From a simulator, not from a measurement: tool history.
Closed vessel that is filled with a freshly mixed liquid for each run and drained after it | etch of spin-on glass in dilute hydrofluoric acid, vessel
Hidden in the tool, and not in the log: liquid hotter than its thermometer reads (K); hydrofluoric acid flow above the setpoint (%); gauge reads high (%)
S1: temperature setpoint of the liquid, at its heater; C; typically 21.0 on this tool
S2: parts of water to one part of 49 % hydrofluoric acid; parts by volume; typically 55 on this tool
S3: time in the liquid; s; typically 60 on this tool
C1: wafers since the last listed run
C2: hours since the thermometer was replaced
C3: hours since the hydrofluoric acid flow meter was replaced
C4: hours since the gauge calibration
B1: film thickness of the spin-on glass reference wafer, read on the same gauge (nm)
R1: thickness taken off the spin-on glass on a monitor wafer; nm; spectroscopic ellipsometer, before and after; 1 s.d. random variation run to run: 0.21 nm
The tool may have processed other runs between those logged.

Run 1, hour 0.0: usual settings; C1 0; C2 2284.2; C3 647.5; C4 14.1; B1 110.02. Result: R1 44.88 nm.
Run 2, hour 8.3: usual settings but S1 18.5 C; C1 527; C2 2292.5; C3 655.8; C4 22.4; B1 110.00. Result: R1 40.14 nm.
Run 3, hour 17.2: usual settings; C1 565; C2 2301.4; C3 664.7; C4 31.3; B1 110.02. Result: R1 44.40 nm.
Run 4, hour 34.9: usual settings but S1 25.0 C; C1 1125; C2 2319.1; C3 682.4; C4 49.0; B1 110.00. Result: R1 52.82 nm.
Run 5, hour 44.1: usual settings but S3 80 s; C1 585; C2 2328.3; C3 691.6; C4 58.2; B1 110.01. Result: R1 59.67 nm.
Run 6, hour 62.1: usual settings but S3 80 s; C1 1144; C2 2346.3; C3 709.6; C4 76.2; B1 109.97. Result: R1 59.61 nm.
Run 7, hour 75.5: usual settings but S3 80 s; C1 852; C2 2359.7; C3 723.0; C4 89.6; B1 109.99. Result: R1 60.16 nm.
Run 8, hour 92.6: usual settings; C1 1087; C2 2376.8; C3 740.1; C4 106.7; B1 110.01. Result: R1 44.85 nm.
Run 9, hour 112.9: usual settings; C1 1290; C2 2397.1; C3 760.4; C4 127.0; B1 110.02. Result: R1 44.70 nm.
Run 10, hour 149.7: usual settings; C1 2340; C2 2433.9; C3 797.2; C4 163.8; B1 110.02. Result: R1 45.13 nm.
Run 11, hour 164.1: usual settings; C1 915; C2 2448.3; C3 811.6; C4 178.2; B1 110.02. Result: R1 45.10 nm.
At hour 177.9: hydrofluoric acid flow meter replaced.
Run 12, hour 180.5: usual settings but S1 23.0 C; C1 979; C2 2464.7; C3 2.6; C4 194.6; B1 109.99. Result: R1 48.86 nm.
Run 13, hour 192.4: usual settings but S1 17.5 C, S2 40 parts by volume; C1 756; C2 2476.6; C3 14.5; C4 206.5; B1 109.98. Result: R1 54.69 nm.
Run 14, hour 198.7: usual settings; C1 400; C2 2482.9; C3 20.8; C4 212.8; B1 110.01. Result: R1 45.06 nm.
At hour 212.3: thermometer replaced.
Run 15, hour 212.8: usual settings; C1 833; C2 0.5; C3 34.9; C4 226.9; B1 109.99. Result: R1 41.04 nm.
Run 16, hour 220.7: usual settings; C1 502; C2 8.4; C3 42.8; C4 234.8; B1 110.00. Result: R1 41.37 nm.
Run 17, hour 227.0: usual settings but S1 19.0 C, S3 50 s; C1 400; C2 14.7; C3 49.1; C4 241.1; B1 110.00. Result: R1 31.41 nm.
Run 18, hour 233.9: usual settings but S1 19.5 C, S2 30 parts by volume, S3 95 s; C1 438; C2 21.6; C3 56.0; C4 248.0; B1 110.01. Result: R1 114.00 nm.
Run 19, hour 251.0: usual settings; C1 1087; C2 38.7; C3 73.1; C4 265.1; B1 109.98. Result: R1 41.40 nm.
Run 20, hour 266.9: usual settings; C1 1011; C2 54.6; C3 89.0; C4 281.0; B1 109.97. Result: R1 41.00 nm.
Run 21, hour 274.7: usual settings but S1 19.0 C, S3 50 s; C1 495; C2 62.4; C3 96.8; C4 288.8; B1 109.95. Result: R1 31.33 nm.
Run 22, hour 282.0: usual settings but S2 30 parts by volume; C1 464; C2 69.7; C3 104.1; C4 296.1; B1 109.97. Result: R1 77.80 nm.
Run 23, hour 288.2: usual settings but S1 18.5 C; C1 394; C2 75.9; C3 110.3; C4 302.3; B1 110.01. Result: R1 37.21 nm.
Run 24, hour 306.1: usual settings but S1 18.0 C, S2 70 parts by volume, S3 95 s; C1 1138; C2 93.8; C3 128.2; C4 320.2; B1 110.00. Result: R1 44.04 nm.
At hour 318.2: gauge calibrated.
Run 25, hour 318.8: usual settings but S1 17.0 C, S2 70 parts by volume, S3 30 s; C1 807; C2 106.5; C3 140.9; C4 0.6; B1 110.02. Result: R1 13.34 nm.
Run 26, hour 326.3: usual settings but S1 17.0 C, S2 40 parts by volume, S3 45 s; C1 476; C2 114.0; C3 148.4; C4 8.1; B1 109.97. Result: R1 36.34 nm.
Run 27, hour 340.1: usual settings but S3 70 s; C1 877; C2 127.8; C3 162.2; C4 21.9; B1 109.99. Result: R1 47.68 nm.
Run 28, hour 349.6: usual settings; C1 604; C2 137.3; C3 171.7; C4 31.4; B1 110.00. Result: R1 40.99 nm.
Run 29, hour 366.4: usual settings but S2 75 parts by volume; C1 1068; C2 154.1; C3 188.5; C4 48.2; B1 109.98. Result: R1 29.43 nm.
Run 30, hour 376.8: usual settings but S1 17.0 C, S2 85 parts by volume; C1 661; C2 164.5; C3 198.9; C4 58.6; B1 110.02. Result: R1 21.49 nm.
Run 31, hour 390.7: usual settings but S1 17.5 C, S2 65 parts by volume, S3 70 s; C1 883; C2 178.4; C3 212.8; C4 72.5; B1 109.97. Result: R1 34.53 nm.
Run 32, hour 403.7: usual settings; C1 826; C2 191.4; C3 225.8; C4 85.5; B1 110.00. Result: R1 41.15 nm.

Alternative continuations, all from the tool just after run 32; predict every row:
Run A, hour 404.4: usual settings; C1 44; C2 192.1; C3 226.5; C4 86.2; B1 ?. Result: R1 ?.
Run B, hour 404.4: usual settings but S1 17.5 C, S3 75 s; C1 44; C2 192.1; C3 226.5; C4 86.2; B1 ?. Result: R1 ?.
Run C, hour 404.4: usual settings but S2 40 parts by volume; C1 44; C2 192.1; C3 226.5; C4 86.2; B1 ?. Result: R1 ?.

run      B1     R1
  A  109.99  41.64
  B  109.99  44.86
  C  109.99  58.33
Had the tool no hidden state, the same runs would have come out as:
run     R1
  A  41.05
  B  44.21
  C  57.50
